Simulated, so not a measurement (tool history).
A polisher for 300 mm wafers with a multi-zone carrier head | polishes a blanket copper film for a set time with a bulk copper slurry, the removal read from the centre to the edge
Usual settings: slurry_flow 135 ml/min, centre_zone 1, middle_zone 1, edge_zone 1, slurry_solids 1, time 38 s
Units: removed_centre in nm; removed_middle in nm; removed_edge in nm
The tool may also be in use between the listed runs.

run   hour  slurry_flow  centre_zone  middle_zone  edge_zone  slurry_solids  time  incoming thickness of the incoming film, nm  removed_centre  removed_middle  removed_edge
  1      0          135            1            1          1              1    42                                       1868.5             206           208.7         210.2
  2   26.2          135            1            1          1              1    38                                       1855.3           183.1           183.6         191.6
        43  -- slurry nozzle cleaned
  3   49.5          135            1            1          1              1    34                                       1859.9           164.7             162         170.5
  4   82.6          120            1            1          1           1.25    34                                       1861.2           162.2           165.1         168.8
      86.9  -- worn pad replaced by a new one
  5   99.2          135            1         1.09          1              1    38                                       1876.4           190.4           201.1         199.5
     101.2  -- edge zone pressure recalibrated
  6  132.4          135         0.89            1       0.91              1    34                                       1895.2           148.5           167.8         170.2
  7    160          135            1            1          1              1    38                                       1864.9           189.1           186.6         198.3
     188.4  -- carrier head's membrane replaced by a new one
  8  188.9          165            1         1.07          1              1    29                                       1861.8           149.2           153.3         152.2
  9  213.3          155            1            1          1              1    46                                       1887.6           235.5           232.7         241.5
     236.3  -- centre zone pressure recalibrated
 10  245.9          135            1            1          1              1    38                                       1895.4           181.8           179.5         187.6
     268.3  -- worn pad replaced by a new one
 11  295.8          165          1.1            1          1           0.85    38                                         1879           214.1           194.7         200.5
 12  314.1          170            1          0.9       1.03            1.2    38                                       1864.2           207.1           190.9         217.3
 13    350          135          1.1         0.89        0.9           1.15    38                                       1847.7           214.7           179.7         189.1
 14  416.5          135            1            1          1           1.15    38                                       1857.4           187.6           189.2         194.3
 15  428.8          135            1            1          1              1    50                                       1889.1           242.7           238.2         250.7
 16  442.4          135            1            1          1            1.3    38                                       1903.3           192.1           192.9         198.3
     454.2  -- worn pad replaced by a new one
 17  468.4          135            1            1          1              1    25                                       1876.2           127.5           128.6           130
     471.2  -- slurry nozzle cleaned
 18  531.4          135            1            1       1.12              1    38                                       1879.9           187.7           186.7           206
 19  554.2          135            1         1.04          1           1.15    38                                       1836.5           193.2           196.7         196.7
     589.8  -- centre zone pressure recalibrated
 20    643          135            1            1          1           0.75    29                                       1895.1             132           131.9         140.3

Measured less the same run without the tool's hidden state. The same run-to-run variation is in both; the gauge's scatter may not be:
The hidden state here: removal rate lost through wear of the pad, %; slurry flow missing at the pad, %; deviation of the centre zone's pressure from its setpoint, %; deviation of the edge zone's pressure from its setpoint, %.
run  removed_centre  removed_middle  removed_edge
  1            -8.1            -8.1          -8.2
  2            -8.8            -8.8          -9.2
  3            -9.2            -9.1          -9.6
  4           -11.1           -11.3         -11.5
  5            -1.6            -1.8          -1.7
  6            -2.9            -3.3          -3.4
  7            -5.4            -5.4          -5.7
  8            -5.8            -5.9          -5.9
  9           -11.1             -11         -11.4
 10           -10.7           -10.5           -11
 11            -2.5            -2.2          -2.2
 12            -3.6            -3.3          -3.8
 13            -6.4            -5.3          -5.6
 14            -9.9            -9.9         -10.2
 15           -13.8           -13.6         -14.2
 16           -11.8           -11.9         -12.3
 17              -1              -1            -1
 18            -5.4            -5.3          -5.9
 19            -7.1            -7.2          -7.2
 20            -8.9              -9          -9.5
